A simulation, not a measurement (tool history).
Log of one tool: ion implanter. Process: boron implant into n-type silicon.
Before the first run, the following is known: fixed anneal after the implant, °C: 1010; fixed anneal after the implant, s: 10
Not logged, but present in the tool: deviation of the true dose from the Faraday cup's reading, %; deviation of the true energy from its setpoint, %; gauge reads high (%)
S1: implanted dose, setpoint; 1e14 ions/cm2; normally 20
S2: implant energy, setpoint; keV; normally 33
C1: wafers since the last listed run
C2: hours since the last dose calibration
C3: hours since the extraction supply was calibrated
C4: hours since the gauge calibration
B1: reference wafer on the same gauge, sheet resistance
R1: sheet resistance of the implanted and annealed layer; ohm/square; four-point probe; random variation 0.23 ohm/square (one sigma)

Run 1, hour 0: usual settings; C1 0; C2 1548.9; C3 5645.3; C4 621.1; B1 66.25. Result: R1 70.04 ohm/square.
Run 2, hour 215.6: usual settings; C1 2820; C2 1764.5; C3 5860.9; C4 836.7; B1 66.25. Result: R1 70.67 ohm/square.
Run 3, hour 246.3: usual settings; C1 401; C2 1795.2; C3 5891.6; C4 867.4; B1 66.31. Result: R1 70.72 ohm/square.
Run 4, hour 302.7: usual settings; C1 737; C2 1851.6; C3 5948; C4 923.8; B1 66.28. Result: R1 70.46 ohm/square.
Run 5, hour 370.7: usual settings but S2 27.5 keV; C1 889; C2 1919.6; C3 6016; C4 991.8; B1 66.28. Result: R1 72.71 ohm/square.
Run 6, hour 428.6: usual settings but S2 27.5 keV; C1 757; C2 1977.5; C3 6073.9; C4 1049.7; B1 66.32. Result: R1 72.55 ohm/square.
Run 7, hour 484.9: usual settings but S2 27.5 keV; C1 736; C2 2033.8; C3 6130.2; C4 1106; B1 66.31. Result: R1 72.9 ohm/square.
Run 8, hour 535.7: usual settings; C1 664; C2 2084.6; C3 6181; C4 1156.8; B1 66.3. Result: R1 70.86 ohm/square.
Run 9, hour 563.2: usual settings; C1 359; C2 2112.1; C3 6208.5; C4 1184.3; B1 66.32. Result: R1 70.51 ohm/square.
Run 10, hour 604.7: usual settings; C1 542; C2 2153.6; C3 6250; C4 1225.8; B1 66.3. Result: R1 70.86 ohm/square.
Run 11, hour 666.1: usual settings but S2 26 keV; C1 803; C2 2215; C3 6311.4; C4 1287.2; B1 66.28. Result: R1 74.13 ohm/square.
At hour 720.5: extraction supply calibrated.
Run 12, hour 725.8: usual settings; C1 676; C2 2274.7; C3 5.3; C4 1346.9; B1 66.28. Result: R1 71.02 ohm/square.
Run 13, hour 789.8: usual settings; C1 837; C2 2338.7; C3 69.3; C4 1410.9; B1 66.29. Result: R1 71.33 ohm/square.
Run 14, hour 857.9: usual settings but S1 21.37 1e14 ions/cm2; C1 890; C2 2406.8; C3 137.4; C4 1479; B1 66.27. Result: R1 68.39 ohm/square.
Run 15, hour 903: usual settings but S1 21.37 1e14 ions/cm2; C1 589; C2 2451.9; C3 182.5; C4 1524.1; B1 66.3. Result: R1 68.31 ohm/square.
Run 16, hour 949: usual settings; C1 601; C2 2497.9; C3 228.5; C4 1570.1; B1 66.31. Result: R1 71.34 ohm/square.
At hour 982.3: gauge calibrated.
At hour 1010.4: Faraday cup replaced and dose calibrated.
Run 17, hour 1010.9: usual settings but S1 21.37 1e14 ions/cm2; C1 705; C2 0.5; C3 290.4; C4 28.6; B1 66.33. Result: R1 66.74 ohm/square.
Run 18, hour 1058.8: usual settings but S1 21.98 1e14 ions/cm2, S2 40 keV; C1 626; C2 48.4; C3 338.3; C4 76.5; B1 66.28. Result: R1 63.73 ohm/square.
Run 19, hour 1114.1: usual settings but S1 16.41 1e14 ions/cm2, S2 41.5 keV; C1 723; C2 103.7; C3 393.6; C4 131.8; B1 66.28. Result: R1 78.27 ohm/square.
Run 20, hour 1158.7: usual settings but S1 21.67 1e14 ions/cm2, S2 22 keV; C1 583; C2 148.3; C3 438.2; C4 176.4; B1 66.32. Result: R1 72.47 ohm/square.
Run 21, hour 1218.2: usual settings but S1 21.37 1e14 ions/cm2; C1 778; C2 207.8; C3 497.7; C4 235.9; B1 66.31. Result: R1 66.92 ohm/square.
Run 22, hour 1252.8: usual settings but S1 17.59 1e14 ions/cm2, S2 28 keV; C1 452; C2 242.4; C3 532.3; C4 270.5; B1 66.28. Result: R1 77.5 ohm/square.
Run 23, hour 1316: usual settings but S1 25.38 1e14 ions/cm2, S2 26 keV; C1 826; C2 305.6; C3 595.5; C4 333.7; B1 66.33. Result: R1 64.18 ohm/square.
Run 24, hour 1355.8: usual settings; C1 520; C2 345.4; C3 635.3; C4 373.5; B1 66.32. Result: R1 69.79 ohm/square.
Run 25, hour 1405.4: usual settings but S1 23.1 1e14 ions/cm2, S2 27.5 keV; C1 648; C2 395; C3 684.9; C4 423.1; B1 66.32. Result: R1 66.34 ohm/square.
Run 26, hour 1441.1: usual settings but S1 23.52 1e14 ions/cm2, S2 36 keV; C1 466; C2 430.7; C3 720.6; C4 458.8; B1 66.32. Result: R1 62.16 ohm/square.
Run 27, hour 1471.7: usual settings; C1 400; C2 461.3; C3 751.2; C4 489.4; B1 66.27. Result: R1 70.17 ohm/square.
Run 28, hour 1505.1: usual settings but S2 27.5 keV; C1 436; C2 494.7; C3 784.6; C4 522.8; B1 66.27. Result: R1 71.8 ohm/square.
Run 29, hour 1576.5: usual settings but S1 16.19 1e14 ions/cm2, S2 38.5 keV; C1 933; C2 566.1; C3 856; C4 594.2; B1 66.3. Result: R1 79.93 ohm/square.
Run 30, hour 1606.5: usual settings but S1 21.51 1e14 ions/cm2, S2 42 keV; C1 392; C2 596.1; C3 886; C4 624.2; B1 66.24. Result: R1 64.3 ohm/square.
Run 31, hour 1653.6: usual settings but S1 25.39 1e14 ions/cm2, S2 26.5 keV; C1 616; C2 643.2; C3 933.1; C4 671.3; B1 66.24. Result: R1 63.71 ohm/square.
Run 32, hour 1689.8: usual settings; C1 473; C2 679.4; C3 969.3; C4 707.5; B1 66.29. Result: R1 69.81 ohm/square.
Run 33, hour 1736.1: usual settings; C1 605; C2 725.7; C3 1015.6; C4 753.8; B1 66.29. Result: R1 69.88 ohm/square.

Branching from run 33: 4 alternative next runs. What would each branch give?
Run A, hour 1736.5: usual settings but S1 21.67 1e14 ions/cm2; C1 5; C2 726.1; C3 1016; C4 754.2; B1 ?. Result: R1 ?.
Run B, hour 1736.5: usual settings but S1 15.76 1e14 ions/cm2, S2 28 keV; C1 5; C2 726.1; C3 1016; C4 754.2; B1 ?. Result: R1 ?.
Run C, hour 1736.5: usual settings but S1 22.92 1e14 ions/cm2; C1 5; C2 726.1; C3 1016; C4 754.2; B1 ?. Result: R1 ?.
Run D, hour 1736.5: usual settings but S1 25.17 1e14 ions/cm2; C1 5; C2 726.1; C3 1016; C4 754.2; B1 ?. Result: R1 ?.

run     B1     R1
  A  66.28  66.73
  B  66.28  84.39
  C  66.28  64.45
  D  66.28     61
Take away the tool's hidden state, keep each run's random variation, and the runs would have read:
run     R1
  A  66.39
  B  83.92
  C  64.14
  D  60.72
